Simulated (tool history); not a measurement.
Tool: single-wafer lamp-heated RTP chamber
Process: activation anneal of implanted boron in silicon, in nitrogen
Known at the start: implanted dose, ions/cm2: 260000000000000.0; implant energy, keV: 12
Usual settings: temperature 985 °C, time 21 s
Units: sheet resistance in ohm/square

run,hour,temperature,time,"read-back reference wafer on the same gauge, sheet resistance",sheet resistance
1,0.0,985,21,433.12,410.04
2,68.8,985,21,433.05,408.57
3,219.5,985,21,432.79,406.26
4,261.0,985,21,433.03,406.55
5,312.7,985,21,433.12,407.61
# hour 360.7: pyrometer window cleaned and pyrometer calibrated
# hour 399.5: reflector plate cleaned
# hour 417.6: gauge calibrated
6,524.1,985,21,432.64,406.99
7,552.6,985,21,433.02,405.35
8,595.3,985,21,433.08,407.01
9,647.3,985,21,432.81,406.07
10,674.7,985,21,432.80,409.66
11,720.3,985,21,432.80,405.90
12,766.1,985,21,433.28,407.74
# hour 805.6: pyrometer window cleaned and pyrometer calibrated
13,822.8,1003,21,432.98,401.72
# hour 983.3: reflector plate cleaned
14,1004.1,985,18,432.94,412.10
15,1157.0,985,18,433.16,408.87
16,1186.2,959,33,433.38,429.42
17,1223.9,1011,10,432.81,400.52
18,1250.7,985,21,432.79,409.31
# hour 1270.9: pyrometer window cleaned and pyrometer calibrated
19,1292.7,985,29,433.14,404.26
20,1330.0,976,21,433.11,411.50
21,1392.9,956,21,433.14,435.88
22,1479.9,985,10,432.94,409.63
# hour 1535.1: reflector plate cleaned
23,1535.6,956,18,433.05,454.70
24,1597.6,966,10,433.13,439.16
25,1645.5,985,21,433.18,408.21
26,1673.5,1013,32,433.30,397.35
27,1705.7,1004,21,433.43,399.69
28,1764.7,985,30,432.98,405.73
29,1791.3,985,21,433.25,405.16
# hour 1806.1: pyrometer window cleaned and pyrometer calibrated
30,1856.0,985,21,432.54,403.59
31,1900.6,985,21,433.07,403.90
32,1947.5,996,12,433.00,407.68
33,2013.0,960,17,432.96,429.65
# hour 2037.8: reflector plate cleaned
34,2072.8,977,30,433.09,411.29
35,2132.3,1004,21,432.84,400.81
36,2172.5,985,9,432.64,412.47
37,2205.8,1014,21,432.96,398.27

The same runs without the tool's hidden state, with the same run-to-run variation:
The hidden state here: true wafer temperature minus pyrometer reading, K; wafer temperature error from the tarnished reflector plate, K; gauge reads high (%).
run,sheet resistance
1,412.05
2,411.48
3,410.16
4,410.60
5,411.81
6,409.94
7,408.61
8,410.66
9,410.05
10,413.82
11,410.21
12,412.20
13,403.62
14,412.99
15,412.34
16,440.29
17,401.81
18,413.22
19,407.81
20,418.07
21,453.61
22,415.50
23,456.23
24,445.07
25,410.87
26,398.10
27,401.01
28,408.98
29,409.07
30,407.76
31,408.21
32,410.95
33,446.09
34,413.26
35,401.85
36,416.70
37,399.13
